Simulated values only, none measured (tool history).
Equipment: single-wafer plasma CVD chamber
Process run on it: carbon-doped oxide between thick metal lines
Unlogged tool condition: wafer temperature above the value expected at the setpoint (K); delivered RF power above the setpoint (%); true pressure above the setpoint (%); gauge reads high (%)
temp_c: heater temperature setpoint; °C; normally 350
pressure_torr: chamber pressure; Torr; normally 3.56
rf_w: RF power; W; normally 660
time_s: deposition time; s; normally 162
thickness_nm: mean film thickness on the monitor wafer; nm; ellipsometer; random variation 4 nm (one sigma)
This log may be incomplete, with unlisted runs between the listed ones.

run,hour,temp_c,pressure_torr,rf_w,time_s,wafers since the last listed run,hours since the last thermocouple change,hours since the last RF generator calibration,hours since the last manometer calibration,hours since the showerhead was replaced,hours since the gauge calibration,"read-back reference wafer on the same gauge, thickness_nm",thickness_nm
1,0,350,3.56,660,162,0,1082.6,1608.2,968.3,3181.3,15.9,831.134,837.865
2,32.2,350,3.56,660,162,275,1114.8,1640.4,1000.5,3213.5,48.1,828.826,829.905
3,49.3,341,3.56,660,162,146,1131.9,1657.5,1017.6,3230.6,65.2,829.886,849.76
4,68.9,341,3.56,660,162,167,1151.5,1677.1,1037.2,3250.2,84.8,829.388,845.285
5,89.8,341,3.56,660,162,178,1172.4,1698,1058.1,3271.1,105.7,829.884,837.695
# hour 106.9: thermocouple changed; heater temperature recalibrated
6,107.4,350,4.25,660,162,82,0.5,1715.6,1075.7,3288.7,123.3,829.945,846.919
7,124.4,350,3.56,660,162,145,17.5,1732.6,1092.7,3305.7,140.3,829.171,821.827
8,158.5,350,3.56,660,162,292,51.6,1766.7,1126.8,3339.8,174.4,828.38,824.637
9,184.3,350,3.56,775,162,220,77.4,1792.5,1152.6,3365.6,200.2,830.149,900.151
# hour 196.4: showerhead replaced
10,217.9,350,3.82,585,162,219,111,1826.1,1186.2,21.5,233.8,829.137,781.893
11,233.8,350,3.56,660,162,136,126.9,1842,1202.1,37.4,249.7,830.524,826.196
12,249.2,350,3.56,660,162,131,142.3,1857.4,1217.5,52.8,265.1,830.987,820.122
# hour 269.8: capacitance manometer re-zeroed and calibrated
13,280.2,337,3.56,660,185,196,173.3,1888.4,10.4,83.8,296.1,829.74,965.366
14,315.4,350,3.56,785,162,301,208.5,1923.6,45.6,119,331.3,831.091,895.014
15,338.9,350,3.56,660,162,201,232,1947.1,69.1,142.5,354.8,830.233,818.771
16,351.2,354,3.98,660,191,105,244.3,1959.4,81.4,154.8,367.1,827.501,970.548
17,380.1,350,4.39,615,192,247,273.2,1988.3,110.3,183.7,396,831.303,975.512
18,402.1,344,4.07,540,182,188,295.2,2010.3,132.3,205.7,418,830.139,860.082
19,433.3,341,3.56,660,162,267,326.4,2041.5,163.5,236.9,449.2,828.927,835.347
20,446.1,343,2.93,575,183,109,339.2,2054.3,176.3,249.7,462,828.95,855.46
# hour 466.9: RF generator calibrated
21,467.4,339,2.88,660,162,113,360.5,0.5,197.6,271,483.3,829.243,841.734
22,487.7,356,3.56,695,162,173,380.8,20.8,217.9,291.3,503.6,832.063,860.531
23,507,350,3.56,660,162,165,400.1,40.1,237.2,310.6,522.9,827.389,838.873
24,542.9,350,3.56,660,162,307,436,76,273.1,346.5,558.8,829.818,836.129
25,556.8,359,3.56,660,193,119,449.9,89.9,287,360.4,572.7,831.981,980.755
26,663.1,340,2.74,660,136,910,556.2,196.2,393.3,466.7,679,828.235,710.254
27,677.2,362,3.07,695,151,120,570.3,210.3,407.4,480.8,693.1,828.361,770.029
# hour 685.1: gauge calibrated
28,709.3,350,3.56,550,134,274,602.4,242.4,439.5,512.9,24.2,828.855,640.541
29,740.8,361,3.31,695,183,269,633.9,273.9,471,544.4,55.7,830.936,937.661

Exercise: give the hidden state of the tool at every run:
wafer temperature above the value expected at the setpoint (K): 0 on each run
true pressure above the setpoint (%): 0 on each run
gauge reads high (%): 0 on each run
H1: delivered RF power above the setpoint (%)
run,H1
1,-4.92
2,-5.11
3,-5.21
4,-5.34
5,-5.47
6,-5.58
7,-5.69
8,-5.91
9,-6.08
10,-6.3
11,-6.41
12,-6.51
13,-6.73
14,-6.98
15,-7.15
16,-7.23
17,-7.45
18,-7.61
19,-7.84
20,-7.94
21,-1.34
22,-1.34
23,-1.34
24,-1.35
25,-1.35
26,-1.41
27,-1.42
28,-1.45
29,-1.48
